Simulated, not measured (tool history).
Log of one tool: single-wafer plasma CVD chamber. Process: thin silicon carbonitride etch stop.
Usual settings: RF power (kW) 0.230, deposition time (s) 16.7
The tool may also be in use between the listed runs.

run	day	RF power (kW)	deposition time (s)	read-back reference wafer on the same gauge, thickness_nm	mean film thickness on the monitor wafer (nm)
1	0.000	0.230	16.7	8.831	9.693
2	0.483	0.200	16.7	8.833	9.282
3	0.996	0.200	16.7	8.831	9.262
4	1.358	0.200	16.7	8.830	9.276
5	1.808	0.230	16.7	8.830	9.731
6	2.262	0.230	16.7	8.831	9.731
7	2.692	0.230	16.7	8.832	9.692
# day 2.954: gauge calibrated
8	3.517	0.230	15.6	8.831	9.060
# day 3.925: showerhead replaced, of another model than before
9	3.971	0.275	13.7	8.829	8.355
# day 4.425: thermocouple changed; heater temperature recalibrated
10	6.008	0.250	16.7	8.828	9.987
# day 6.554: RF generator calibrated
11	6.575	0.260	19.5	8.830	11.958
12	6.896	0.250	13.4	8.832	8.148
13	7.204	0.195	18.6	8.829	10.721
14	7.946	0.230	16.7	8.830	9.967
15	8.321	0.230	16.7	8.831	9.950
16	8.854	0.230	16.7	8.829	9.973

The tool's hidden state at each run:
wafer temperature above the value expected at the setpoint (K): 0 in every run
gauge reads high (%): 0 in every run
H1: delivered RF power above the setpoint (%)
run	H1
1	-7.71
2	-7.74
3	-7.77
4	-7.79
5	-7.82
6	-7.84
7	-7.87
8	-7.91
9	-7.93
10	-8.02
11	-0.0965
12	-0.273
13	-0.44
14	-0.827
15	-1.02
16	-1.28
